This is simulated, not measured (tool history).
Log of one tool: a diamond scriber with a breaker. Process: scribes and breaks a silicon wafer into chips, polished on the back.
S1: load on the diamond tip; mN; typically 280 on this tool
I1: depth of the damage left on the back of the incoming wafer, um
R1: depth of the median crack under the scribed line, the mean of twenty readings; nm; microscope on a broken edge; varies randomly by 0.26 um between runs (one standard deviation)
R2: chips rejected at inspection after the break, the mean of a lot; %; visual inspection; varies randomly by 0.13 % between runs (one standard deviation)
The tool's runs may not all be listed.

Run 1, hour 0.0: usual settings; I1 0.03. Result: R1 15110 nm, R2 2.80 %.
Run 2, hour 107.1: usual settings; I1 0.02. Result: R1 14520 nm, R2 3.42 %.
Run 3, hour 299.2: usual settings but S1 330 mN; I1 0.02. Result: R1 16110 nm, R2 1.83 %.
At hour 358.1: load on the tip recalibrated.
Run 4, hour 402.8: usual settings but S1 330 mN; I1 0.03. Result: R1 17170 nm, R2 3.90 %.
Run 5, hour 472.5: usual settings; I1 0.03. Result: R1 16230 nm, R2 1.85 %.
Run 6, hour 573.7: usual settings; I1 0.04. Result: R1 16040 nm, R2 2.02 %.
Run 7, hour 622.3: usual settings; I1 0.05. Result: R1 15800 nm, R2 1.94 %.
At hour 686.6: diamond tip replaced by a new one.
Run 8, hour 691.6: usual settings; I1 0.04. Result: R1 15090 nm, R2 2.25 %.
Run 9, hour 734.4: usual settings; I1 0.05. Result: R1 15410 nm, R2 2.21 %.
Run 10, hour 780.2: usual settings; I1 0.02. Result: R1 14950 nm, R2 2.79 %.
Run 11, hour 825.7: usual settings; I1 0.04. Result: R1 15090 nm, R2 2.51 %.
Run 12, hour 886.2: usual settings; I1 0.02. Result: R1 14720 nm, R2 2.98 %.
Run 13, hour 987.5: usual settings; I1 0.03. Result: R1 15470 nm, R2 3.01 %.
Run 14, hour 1031.7: usual settings; I1 0.02. Result: R1 14560 nm, R2 3.28 %.
Run 15, hour 1127.1: usual settings; I1 0.01. Result: R1 14740 nm, R2 4.15 %.
Run 16, hour 1209.0: usual settings but S1 240 mN; I1 0.03. Result: R1 13000 nm, R2 10.57 %.
Run 17, hour 1298.2: usual settings but S1 237 mN; I1 0.01. Result: R1 13140 nm, R2 13.91 %.
At hour 1324.3: load on the tip recalibrated.
Run 18, hour 1344.8: usual settings; I1 0.02. Result: R1 16090 nm, R2 1.69 %.
Run 19, hour 1385.3: usual settings; I1 0.04. Result: R1 15640 nm, R2 1.71 %.
Run 20, hour 1487.5: usual settings but S1 306 mN; I1 0.02. Result: R1 16860 nm, R2 2.09 %.
At hour 1548.2: diamond tip replaced by a new one.
Run 21, hour 1579.0: usual settings but S1 323 mN; I1 0.02. Result: R1 17170 nm, R2 2.66 %.
Run 22, hour 1675.4: usual settings but S1 245 mN; I1 0.01. Result: R1 13830 nm, R2 4.98 %.
Run 23, hour 1766.3: usual settings; I1 0.02. Result: R1 15410 nm, R2 2.17 %.
Run 24, hour 1872.2: usual settings; I1 0.05. Result: R1 15600 nm, R2 2.70 %.
Run 25, hour 1937.5: usual settings but S1 247 mN; I1 0.02. Result: R1 13580 nm, R2 7.36 %.
Run 26, hour 2043.7: usual settings but S1 363 mN; I1 0.02. Result: R1 17230 nm, R2 3.51 %.
Run 27, hour 2086.0: usual settings but S1 236 mN; I1 0.05. Result: R1 12850 nm, R2 10.18 %.
Run 28, hour 2135.9: usual settings but S1 217 mN; I1 0.01. Result: R1 12640 nm, R2 18.01 %.
At hour 2181.4: load on the tip recalibrated.
Run 29, hour 2181.9: usual settings but S1 305 mN; I1 0.02. Result: R1 16990 nm, R2 2.52 %.
Run 30, hour 2260.7: usual settings; I1 0.03. Result: R1 16000 nm, R2 1.84 %.
Run 31, hour 2365.0: usual settings but S1 211 mN; I1 0.05. Result: R1 13530 nm, R2 10.73 %.
Run 32, hour 2458.1: usual settings but S1 308 mN; I1 0.03. Result: R1 16680 nm, R2 2.26 %.
Run 33, hour 2526.4: usual settings; I1 0.02. Result: R1 15590 nm, R2 1.98 %.

Some steps in R1 between neighbouring runs. How much of each would the tool show without its hidden state too (settings, what came in, random variation), and how much is left for the hidden state, with any gauge scatter that isn't in both results?
The hidden state here: share of the diamond tip's cutting effectiveness lost through wear, %; deviation of the load on the tip from its setpoint, %.
Run 3 -> 4: load on the tip recalibrated. R1 +1060 nm: hidden state +1300, all else -240.
Run 17 -> 18: S1 237 -> 280, load on the tip recalibrated. R1 +2950 nm: hidden state +1370, all else +1580.
Run 25 -> 26: S1 247 -> 363. R1 +3650 nm: hidden state -450, all else +4100.
Run 26 -> 27: S1 363 -> 236. R1 -4380 nm: hidden state +270, all else -4650.
Run 28 -> 29: S1 217 -> 305, load on the tip recalibrated. R1 +4350 nm: hidden state +1130, all else +3220.

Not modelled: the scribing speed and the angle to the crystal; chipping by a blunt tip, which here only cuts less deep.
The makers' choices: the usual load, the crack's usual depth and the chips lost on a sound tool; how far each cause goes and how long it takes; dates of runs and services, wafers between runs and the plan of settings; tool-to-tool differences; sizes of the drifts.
